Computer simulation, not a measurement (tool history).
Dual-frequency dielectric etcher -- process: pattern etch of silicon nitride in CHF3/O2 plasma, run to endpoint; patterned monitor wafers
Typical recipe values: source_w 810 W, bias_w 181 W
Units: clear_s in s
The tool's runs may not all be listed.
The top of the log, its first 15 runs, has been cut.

| run | hour | source_w | bias_w | wafers since the last listed run | hours since the last wet clean | hours since the last source power generator calibration | hours since the last bias power generator calibration | hours since the last upper electrode change | incoming incoming film thickness, nm | clear_s |
|---|---|---|---|---|---|---|---|---|---|---|
|  | 224.7 | wet clean of the chamber |
| 16 | 225.2 | 810 | 181 | 60 | 0.5 | 2561 | 1547.1 | 5139.2 | 74.4 | 38.1 |
| 17 | 225.6 | 700 | 153 | 3 | 0.9 | 2561.4 | 1547.5 | 5139.6 | 74.2 | 42.4 |
| 18 | 238 | 730 | 141 | 113 | 13.3 | 2573.8 | 1559.9 | 5152 | 74.9 | 42.9 |
| 19 | 249.4 | 810 | 140 | 104 | 24.7 | 2585.2 | 1571.3 | 5163.4 | 74.4 | 40.8 |
|  | 256.1 | source power generator calibrated |
| 20 | 258.8 | 730 | 143 | 49 | 34.1 | 2.7 | 1580.7 | 5172.8 | 75 | 43.2 |
| 21 | 275 | 860 | 208 | 148 | 50.3 | 18.9 | 1596.9 | 5189 | 74.1 | 35.8 |
| 22 | 281.2 | 730 | 146 | 56 | 56.5 | 25.1 | 1603.1 | 5195.2 | 74.4 | 42.3 |
| 23 | 289.5 | 860 | 208 | 76 | 64.8 | 33.4 | 1611.4 | 5203.5 | 74.5 | 36.1 |
| 24 | 297.9 | 810 | 181 | 77 | 73.2 | 41.8 | 1619.8 | 5211.9 | 73.7 | 37.8 |
| 25 | 309.9 | 730 | 197 | 110 | 85.2 | 53.8 | 1631.8 | 5223.9 | 73.3 | 38.5 |
|  | 340.6 | bias power generator calibrated |
|  | 362.5 | upper electrode replaced |
| 26 | 363 | 900 | 181 | 250 | 138.3 | 106.9 | 22.4 | 0.5 | 74.1 | 36.8 |
| 27 | 381.7 | 700 | 223 | 171 | 157 | 125.6 | 41.1 | 19.2 | 73.9 | 38.3 |
| 28 | 391.9 | 810 | 181 | 93 | 167.2 | 135.8 | 51.3 | 29.4 | 75 | 38.3 |
| 29 | 399.1 | 810 | 181 | 66 | 174.4 | 143 | 58.5 | 36.6 | 74.8 | 38.3 |
| 30 | 413.6 | 940 | 181 | 133 | 188.9 | 157.5 | 73 | 51.1 | 74.5 | 36.2 |
| 31 | 421.9 | 910 | 138 | 76 | 197.2 | 165.8 | 81.3 | 59.4 | 74.3 | 39.4 |
| 32 | 431.9 | 900 | 160 | 91 | 207.2 | 175.8 | 91.3 | 69.4 | 75.5 | 38.2 |
| 33 | 449.2 | 650 | 169 | 159 | 224.5 | 193.1 | 108.6 | 86.7 | 74.4 | 42.4 |
| 34 | 466.8 | 810 | 181 | 161 | 242.1 | 210.7 | 126.2 | 104.3 | 74.5 | 38.5 |
| 35 | 484.2 | 810 | 204 | 159 | 259.5 | 228.1 | 143.6 | 121.7 | 74.1 | 36.8 |

Consider 5 possible next runs. They are alternatives, not a sequence: every one starts from the tool as it was left by run 35. What does each give?
| A | 484.6 | 810 | 194 | 3 | 259.9 | 228.5 | 144 | 122.1 | 74.3 | ? |
| B | 484.6 | 940 | 146 | 3 | 259.9 | 228.5 | 144 | 122.1 | 74.3 | ? |
| C | 484.6 | 1000 | 214 | 3 | 259.9 | 228.5 | 144 | 122.1 | 74.3 | ? |
| D | 484.6 | 640 | 161 | 3 | 259.9 | 228.5 | 144 | 122.1 | 74.3 | ? |
| E | 484.6 | 960 | 150 | 3 | 259.9 | 228.5 | 144 | 122.1 | 74.3 | ? |

| run | clear_s |
|---|---|
| A | 37.5 |
| B | 38 |
| C | 33.6 |
| D | 43.2 |
| E | 37.4 |
Without the tool's unlogged condition, the same runs would have read:
| run | clear_s |
|---|---|
| A | 37.5 |
| B | 38 |
| C | 33.6 |
| D | 43.2 |
| E | 37.4 |
